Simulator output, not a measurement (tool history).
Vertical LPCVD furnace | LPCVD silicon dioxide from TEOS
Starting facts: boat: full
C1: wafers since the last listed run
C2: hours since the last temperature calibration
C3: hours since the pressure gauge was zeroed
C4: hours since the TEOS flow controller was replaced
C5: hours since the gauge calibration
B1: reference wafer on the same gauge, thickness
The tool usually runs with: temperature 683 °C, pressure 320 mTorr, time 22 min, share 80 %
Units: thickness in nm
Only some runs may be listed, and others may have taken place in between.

{"run": 1, "day": 0.0, "temperature": 683, "pressure": 320, "time": 19.5, "share": 87, "C1": 0, "C2": 3766.8, "C3": 3337.3, "C4": 2774.4, "C5": 31.9, "B1": 136.02, "thickness": 127.5}
{"run": 2, "day": 0.408, "temperature": 683, "pressure": 320, "time": 19.5, "share": 87, "C1": 118, "C2": 3776.6, "C3": 3347.1, "C4": 2784.2, "C5": 41.7, "B1": 135.97, "thickness": 127.37}
{"run": 3, "day": 0.708, "temperature": 683, "pressure": 320, "time": 22, "share": 80, "C1": 87, "C2": 3783.8, "C3": 3354.3, "C4": 2791.4, "C5": 48.9, "B1": 135.98, "thickness": 138.02}
{"run": 4, "day": 1.129, "temperature": 683, "pressure": 320, "time": 22, "share": 80, "C1": 122, "C2": 3793.9, "C3": 3364.4, "C4": 2801.5, "C5": 59, "B1": 135.99, "thickness": 137.77}
{"run": 5, "day": 2.338, "temperature": 683, "pressure": 320, "time": 22, "share": 80, "C1": 351, "C2": 3822.9, "C3": 3393.4, "C4": 2830.5, "C5": 88, "B1": 135.96, "thickness": 138}
{"run": 6, "day": 2.762, "temperature": 683, "pressure": 320, "time": 22, "share": 80, "C1": 123, "C2": 3833.1, "C3": 3403.6, "C4": 2840.7, "C5": 98.2, "B1": 135.99, "thickness": 138.18}
{"run": 7, "day": 3.433, "temperature": 683, "pressure": 320, "time": 22, "share": 80, "C1": 194, "C2": 3849.2, "C3": 3419.7, "C4": 2856.8, "C5": 114.3, "B1": 135.98, "thickness": 137.8}
{"run": 8, "day": 3.804, "temperature": 683, "pressure": 320, "time": 22, "share": 80, "C1": 107, "C2": 3858.1, "C3": 3428.6, "C4": 2865.7, "C5": 123.2, "B1": 136.02, "thickness": 138.17}
{"run": 9, "day": 4.071, "temperature": 683, "pressure": 320, "time": 22, "share": 80, "C1": 77, "C2": 3864.5, "C3": 3435, "C4": 2872.1, "C5": 129.6, "B1": 135.99, "thickness": 138.06}
{"run": 10, "day": 5.325, "temperature": 683, "pressure": 320, "time": 22, "share": 80, "C1": 364, "C2": 3894.6, "C3": 3465.1, "C4": 2902.2, "C5": 159.7, "B1": 135.99, "thickness": 138.22}
{"run": 11, "day": 5.812, "temperature": 683, "pressure": 320, "time": 22, "share": 80, "C1": 141, "C2": 3906.3, "C3": 3476.8, "C4": 2913.9, "C5": 171.4, "B1": 136.03, "thickness": 138.52}
{"day": 6.846, "done": "gauge calibrated"}
{"day": 7.475, "done": "TEOS flow controller replaced"}
{"day": 7.517, "done": "thermocouples replaced and temperature profile calibrated"}
{"day": 7.775, "done": "pressure gauge zeroed"}
{"run": 12, "day": 7.796, "temperature": 683, "pressure": 320, "time": 22, "share": 80, "C1": 197, "C2": 6.7, "C3": 0.5, "C4": 7.7, "C5": 22.8, "B1": 136.02, "thickness": 126.48}
{"run": 13, "day": 7.942, "temperature": 678, "pressure": 260, "time": 22, "share": 75, "C1": 42, "C2": 10.2, "C3": 4, "C4": 11.2, "C5": 26.3, "B1": 136.02, "thickness": 97.62}
{"run": 14, "day": 8.088, "temperature": 683, "pressure": 320, "time": 22, "share": 75, "C1": 42, "C2": 13.7, "C3": 7.5, "C4": 14.7, "C5": 29.8, "B1": 135.99, "thickness": 122.55}
{"run": 15, "day": 8.233, "temperature": 683, "pressure": 300, "time": 22, "share": 80, "C1": 42, "C2": 17.2, "C3": 11, "C4": 18.2, "C5": 33.3, "B1": 135.97, "thickness": 122.21}
{"run": 16, "day": 8.379, "temperature": 678, "pressure": 320, "time": 22, "share": 80, "C1": 42, "C2": 20.7, "C3": 14.5, "C4": 21.7, "C5": 36.8, "B1": 135.99, "thickness": 111.8}
{"run": 17, "day": 8.596, "temperature": 683, "pressure": 350, "time": 28, "share": 80, "C1": 62, "C2": 25.9, "C3": 19.7, "C4": 26.9, "C5": 42, "B1": 135.99, "thickness": 168.6}
{"run": 18, "day": 8.925, "temperature": 688, "pressure": 400, "time": 27.5, "share": 68, "C1": 95, "C2": 33.8, "C3": 27.6, "C4": 34.8, "C5": 49.9, "B1": 136.01, "thickness": 183.75}
{"run": 19, "day": 9.567, "temperature": 683, "pressure": 320, "time": 22, "share": 80, "C1": 186, "C2": 49.2, "C3": 43, "C4": 50.2, "C5": 65.3, "B1": 135.98, "thickness": 126.37}
{"run": 20, "day": 10.146, "temperature": 680, "pressure": 350, "time": 26, "share": 66, "C1": 168, "C2": 63.1, "C3": 56.9, "C4": 64.1, "C5": 79.2, "B1": 136.01, "thickness": 132.1}
{"run": 21, "day": 10.883, "temperature": 678, "pressure": 320, "time": 22, "share": 80, "C1": 214, "C2": 80.8, "C3": 74.6, "C4": 81.8, "C5": 96.9, "B1": 135.99, "thickness": 112.18}
{"run": 22, "day": 11.55, "temperature": 683, "pressure": 260, "time": 22, "share": 80, "C1": 193, "C2": 96.8, "C3": 90.6, "C4": 97.8, "C5": 112.9, "B1": 136.01, "thickness": 114.05}

The logged runs with the hidden state left out (each run's random variation unchanged):
Hidden state at play: true tube temperature minus thermocouple reading, K; true pressure minus gauge reading, mTorr; deviation of the TEOS flow from its setpoint, %; gauge reads high (%).
run=1 thickness=115.29
run=2 thickness=115.15
run=3 thickness=124.75
run=4 thickness=124.49
run=5 thickness=124.61
run=6 thickness=124.74
run=7 thickness=124.34
run=8 thickness=124.65
run=9 thickness=124.53
run=10 thickness=124.58
run=11 thickness=124.81
run=12 thickness=124.78
run=13 thickness=96.28
run=14 thickness=120.87
run=15 thickness=120.53
run=16 thickness=110.24
run=17 thickness=166.24
run=18 thickness=181.18
run=19 thickness=124.54
run=20 thickness=130.12
run=21 thickness=110.44
run=22 thickness=112.25
